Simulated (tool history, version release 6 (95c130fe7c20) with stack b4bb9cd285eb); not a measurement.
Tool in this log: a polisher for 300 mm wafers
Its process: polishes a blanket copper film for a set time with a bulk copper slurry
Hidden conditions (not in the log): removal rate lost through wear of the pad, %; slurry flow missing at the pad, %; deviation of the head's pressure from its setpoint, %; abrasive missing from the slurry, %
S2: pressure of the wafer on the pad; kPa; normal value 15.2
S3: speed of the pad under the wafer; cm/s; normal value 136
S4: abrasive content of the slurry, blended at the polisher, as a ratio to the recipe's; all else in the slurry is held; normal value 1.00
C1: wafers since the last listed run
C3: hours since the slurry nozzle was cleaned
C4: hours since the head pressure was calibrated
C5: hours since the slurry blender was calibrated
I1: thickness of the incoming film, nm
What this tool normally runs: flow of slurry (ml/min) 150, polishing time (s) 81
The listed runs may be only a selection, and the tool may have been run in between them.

{"run": 1, "hour": 0.0, "flow of slurry (ml/min)": 150, "S2": 13.1, "S3": 136, "S4": 1.0, "polishing time (s)": 81, "C1": 0, "wafers polished on this pad": 1509, "C3": 272.2, "C4": 613.8, "C5": 369.3, "I1": 4286.7, "film removed (nm)": 623.3}
{"run": 2, "hour": 54.1, "flow of slurry (ml/min)": 170, "S2": 15.2, "S3": 136, "S4": 1.0, "polishing time (s)": 81, "C1": 365, "wafers polished on this pad": 1874, "C3": 326.3, "C4": 667.9, "C5": 423.4, "I1": 4225.9, "film removed (nm)": 762.1}
{"hour": 58.1, "done": "slurry blender recalibrated"}
{"hour": 116.6, "done": "worn pad replaced by a new one"}
{"hour": 138.3, "done": "head pressure recalibrated"}
{"run": 3, "hour": 242.6, "flow of slurry (ml/min)": 170, "S2": 15.2, "S3": 136, "S4": 1.0, "polishing time (s)": 81, "C1": 1219, "wafers polished on this pad": 837, "C3": 514.8, "C4": 104.3, "C5": 184.5, "I1": 4294.6, "film removed (nm)": 738.9}
{"run": 4, "hour": 272.9, "flow of slurry (ml/min)": 150, "S2": 15.2, "S3": 136, "S4": 1.0, "polishing time (s)": 81, "C1": 204, "wafers polished on this pad": 1042, "C3": 545.1, "C4": 134.6, "C5": 214.8, "I1": 4223.2, "film removed (nm)": 728.1}
{"run": 5, "hour": 341.7, "flow of slurry (ml/min)": 150, "S2": 15.2, "S3": 108, "S4": 1.0, "polishing time (s)": 81, "C1": 464, "wafers polished on this pad": 1506, "C3": 613.9, "C4": 203.4, "C5": 283.6, "I1": 4353.0, "film removed (nm)": 574.7}
{"run": 6, "hour": 391.9, "flow of slurry (ml/min)": 150, "S2": 15.2, "S3": 108, "S4": 1.0, "polishing time (s)": 81, "C1": 339, "wafers polished on this pad": 1845, "C3": 664.1, "C4": 253.6, "C5": 333.8, "I1": 4247.5, "film removed (nm)": 564.7}
{"hour": 435.9, "done": "slurry blender recalibrated"}
{"run": 7, "hour": 456.8, "flow of slurry (ml/min)": 150, "S2": 15.2, "S3": 136, "S4": 1.0, "polishing time (s)": 81, "C1": 424, "wafers polished on this pad": 2270, "C3": 729.0, "C4": 318.5, "C5": 20.9, "I1": 4235.5, "film removed (nm)": 706.0}
{"run": 8, "hour": 503.8, "flow of slurry (ml/min)": 150, "S2": 15.2, "S3": 136, "S4": 1.0, "polishing time (s)": 81, "C1": 317, "wafers polished on this pad": 2588, "C3": 776.0, "C4": 365.5, "C5": 67.9, "I1": 4287.4, "film removed (nm)": 701.8}
{"hour": 508.8, "done": "slurry nozzle cleaned"}
{"hour": 514.4, "done": "worn pad replaced by a new one"}
{"run": 9, "hour": 562.0, "flow of slurry (ml/min)": 150, "S2": 15.2, "S3": 136, "S4": 1.0, "polishing time (s)": 81, "C1": 359, "wafers polished on this pad": 321, "C3": 53.2, "C4": 423.7, "C5": 126.1, "I1": 4348.2, "film removed (nm)": 776.6}
{"run": 10, "hour": 621.7, "flow of slurry (ml/min)": 150, "S2": 15.2, "S3": 136, "S4": 1.0, "polishing time (s)": 81, "C1": 403, "wafers polished on this pad": 724, "C3": 112.9, "C4": 483.4, "C5": 185.8, "I1": 4326.5, "film removed (nm)": 763.8}
{"run": 11, "hour": 667.7, "flow of slurry (ml/min)": 150, "S2": 15.2, "S3": 136, "S4": 1.0, "polishing time (s)": 81, "C1": 310, "wafers polished on this pad": 1035, "C3": 158.9, "C4": 529.4, "C5": 231.8, "I1": 4332.2, "film removed (nm)": 754.8}
{"run": 12, "hour": 711.4, "flow of slurry (ml/min)": 150, "S2": 15.2, "S3": 136, "S4": 1.0, "polishing time (s)": 81, "C1": 295, "wafers polished on this pad": 1330, "C3": 202.6, "C4": 573.1, "C5": 275.5, "I1": 4246.4, "film removed (nm)": 768.3}
{"run": 13, "hour": 758.0, "flow of slurry (ml/min)": 150, "S2": 15.2, "S3": 136, "S4": 1.25, "polishing time (s)": 81, "C1": 314, "wafers polished on this pad": 1645, "C3": 249.2, "C4": 619.7, "C5": 322.1, "I1": 4342.6, "film removed (nm)": 769.7}
{"run": 14, "hour": 821.7, "flow of slurry (ml/min)": 150, "S2": 15.2, "S3": 136, "S4": 1.0, "polishing time (s)": 65, "C1": 430, "wafers polished on this pad": 2075, "C3": 312.9, "C4": 683.4, "C5": 385.8, "I1": 4263.0, "film removed (nm)": 576.9}
{"hour": 838.9, "done": "slurry blender recalibrated"}
{"hour": 850.9, "done": "head pressure recalibrated"}
{"hour": 895.6, "done": "worn pad replaced by a new one"}
{"run": 15, "hour": 896.1, "flow of slurry (ml/min)": 190, "S2": 18.6, "S3": 136, "S4": 1.0, "polishing time (s)": 99, "C1": 448, "wafers polished on this pad": 3, "C3": 387.3, "C4": 45.2, "C5": 57.2, "I1": 4304.0, "film removed (nm)": 1149.1}
{"run": 16, "hour": 950.0, "flow of slurry (ml/min)": 150, "S2": 13.1, "S3": 136, "S4": 1.0, "polishing time (s)": 81, "C1": 364, "wafers polished on this pad": 367, "C3": 441.2, "C4": 99.1, "C5": 111.1, "I1": 4271.9, "film removed (nm)": 611.7}
{"run": 17, "hour": 1012.6, "flow of slurry (ml/min)": 150, "S2": 15.2, "S3": 136, "S4": 1.0, "polishing time (s)": 81, "C1": 422, "wafers polished on this pad": 790, "C3": 503.8, "C4": 161.7, "C5": 173.7, "I1": 4293.4, "film removed (nm)": 710.7}
{"run": 18, "hour": 1077.4, "flow of slurry (ml/min)": 150, "S2": 18.6, "S3": 136, "S4": 0.9, "polishing time (s)": 107, "C1": 437, "wafers polished on this pad": 1228, "C3": 568.6, "C4": 226.5, "C5": 238.5, "I1": 4288.0, "film removed (nm)": 1120.6}
{"run": 19, "hour": 1117.2, "flow of slurry (ml/min)": 115, "S2": 15.2, "S3": 136, "S4": 0.9, "polishing time (s)": 81, "C1": 268, "wafers polished on this pad": 1497, "C3": 608.4, "C4": 266.3, "C5": 278.3, "I1": 4287.8, "film removed (nm)": 622.9}
{"hour": 1138.1, "done": "slurry nozzle cleaned"}
{"run": 20, "hour": 1188.7, "flow of slurry (ml/min)": 150, "S2": 15.2, "S3": 136, "S4": 1.0, "polishing time (s)": 81, "C1": 476, "wafers polished on this pad": 1973, "C3": 50.6, "C4": 337.8, "C5": 349.8, "I1": 4293.9, "film removed (nm)": 776.0}
{"run": 21, "hour": 1247.6, "flow of slurry (ml/min)": 150, "S2": 11.0, "S3": 136, "S4": 1.0, "polishing time (s)": 81, "C1": 397, "wafers polished on this pad": 2371, "C3": 109.5, "C4": 396.7, "C5": 408.7, "I1": 4355.2, "film removed (nm)": 558.4}
{"hour": 1256.9, "done": "slurry blender recalibrated"}
{"hour": 1285.1, "done": "worn pad replaced by a new one"}
{"run": 22, "hour": 1310.1, "flow of slurry (ml/min)": 150, "S2": 13.1, "S3": 136, "S4": 1.0, "polishing time (s)": 81, "C1": 381, "wafers polished on this pad": 168, "C3": 172.0, "C4": 459.2, "C5": 53.2, "I1": 4216.4, "film removed (nm)": 641.3}
{"run": 23, "hour": 1355.0, "flow of slurry (ml/min)": 150, "S2": 11.7, "S3": 90, "S4": 1.0, "polishing time (s)": 81, "C1": 303, "wafers polished on this pad": 472, "C3": 216.9, "C4": 504.1, "C5": 98.1, "I1": 4206.2, "film removed (nm)": 380.4}
{"run": 24, "hour": 1417.8, "flow of slurry (ml/min)": 150, "S2": 15.2, "S3": 136, "S4": 1.0, "polishing time (s)": 81, "C1": 424, "wafers polished on this pad": 896, "C3": 279.7, "C4": 566.9, "C5": 160.9, "I1": 4303.3, "film removed (nm)": 744.6}
{"run": 25, "hour": 1455.7, "flow of slurry (ml/min)": 150, "S2": 12.4, "S3": 100, "S4": 0.7, "polishing time (s)": 88, "C1": 256, "wafers polished on this pad": 1152, "C3": 317.6, "C4": 604.8, "C5": 198.8, "I1": 4321.5, "film removed (nm)": 452.2}
{"run": 26, "hour": 1515.7, "flow of slurry (ml/min)": 150, "S2": 15.2, "S3": 88, "S4": 0.9, "polishing time (s)": 81, "C1": 405, "wafers polished on this pad": 1557, "C3": 377.6, "C4": 664.8, "C5": 258.8, "I1": 4237.3, "film removed (nm)": 468.2}
{"run": 27, "hour": 1556.2, "flow of slurry (ml/min)": 150, "S2": 15.2, "S3": 136, "S4": 1.0, "polishing time (s)": 81, "C1": 273, "wafers polished on this pad": 1831, "C3": 418.1, "C4": 705.3, "C5": 299.3, "I1": 4268.9, "film removed (nm)": 731.9}
{"hour": 1607.4, "done": "slurry blender recalibrated"}
{"hour": 1608.7, "done": "head pressure recalibrated"}
{"run": 28, "hour": 1620.3, "flow of slurry (ml/min)": 150, "S2": 11.0, "S3": 136, "S4": 0.85, "polishing time (s)": 81, "C1": 410, "wafers polished on this pad": 2242, "C3": 482.2, "C4": 11.6, "C5": 12.9, "I1": 4346.2, "film removed (nm)": 498.6}
{"run": 29, "hour": 1650.3, "flow of slurry (ml/min)": 150, "S2": 15.2, "S3": 136, "S4": 1.0, "polishing time (s)": 81, "C1": 202, "wafers polished on this pad": 2444, "C3": 512.2, "C4": 41.6, "C5": 42.9, "I1": 4306.3, "film removed (nm)": 726.8}

Here are 5 independent what-if runs from the current tool condition. What would each one return?
{"run": "A", "hour": 1650.8, "flow of slurry (ml/min)": 150, "S2": 10.3, "S3": 136, "S4": 1.0, "polishing time (s)": 81, "C1": 3, "wafers polished on this pad": 2448, "C3": 512.7, "C4": 42.1, "C5": 43.4, "I1": 4352.1, "film removed (nm)": "?"}
{"run": "B", "hour": 1650.8, "flow of slurry (ml/min)": 165, "S2": 19.3, "S3": 136, "S4": 1.0, "polishing time (s)": 54, "C1": 3, "wafers polished on this pad": 2448, "C3": 512.7, "C4": 42.1, "C5": 43.4, "I1": 4352.1, "film removed (nm)": "?"}
{"run": "C", "hour": 1650.8, "flow of slurry (ml/min)": 150, "S2": 15.2, "S3": 178, "S4": 1.0, "polishing time (s)": 81, "C1": 3, "wafers polished on this pad": 2448, "C3": 512.7, "C4": 42.1, "C5": 43.4, "I1": 4352.1, "film removed (nm)": "?"}
{"run": "D", "hour": 1650.8, "flow of slurry (ml/min)": 150, "S2": 15.2, "S3": 136, "S4": 0.9, "polishing time (s)": 81, "C1": 3, "wafers polished on this pad": 2448, "C3": 512.7, "C4": 42.1, "C5": 43.4, "I1": 4352.1, "film removed (nm)": "?"}
{"run": "E", "hour": 1650.8, "flow of slurry (ml/min)": 190, "S2": 15.2, "S3": 136, "S4": 1.0, "polishing time (s)": 66, "C1": 3, "wafers polished on this pad": 2448, "C3": 512.7, "C4": 42.1, "C5": 43.4, "I1": 4352.1, "film removed (nm)": "?"}

run=A film_removed_(nm)=496.8
run=B film_removed_(nm)=634.3
run=C film_removed_(nm)=952.5
run=D film_removed_(nm)=714.7
run=E film_removed_(nm)=629.9
Stripped of hidden state, with their random variation kept, the same runs would have yielded:
run=A film_removed_(nm)=546.1
run=B film_removed_(nm)=691.4
run=C film_removed_(nm)=1047.2
run=D film_removed_(nm)=785.7
run=E film_removed_(nm)=678.9
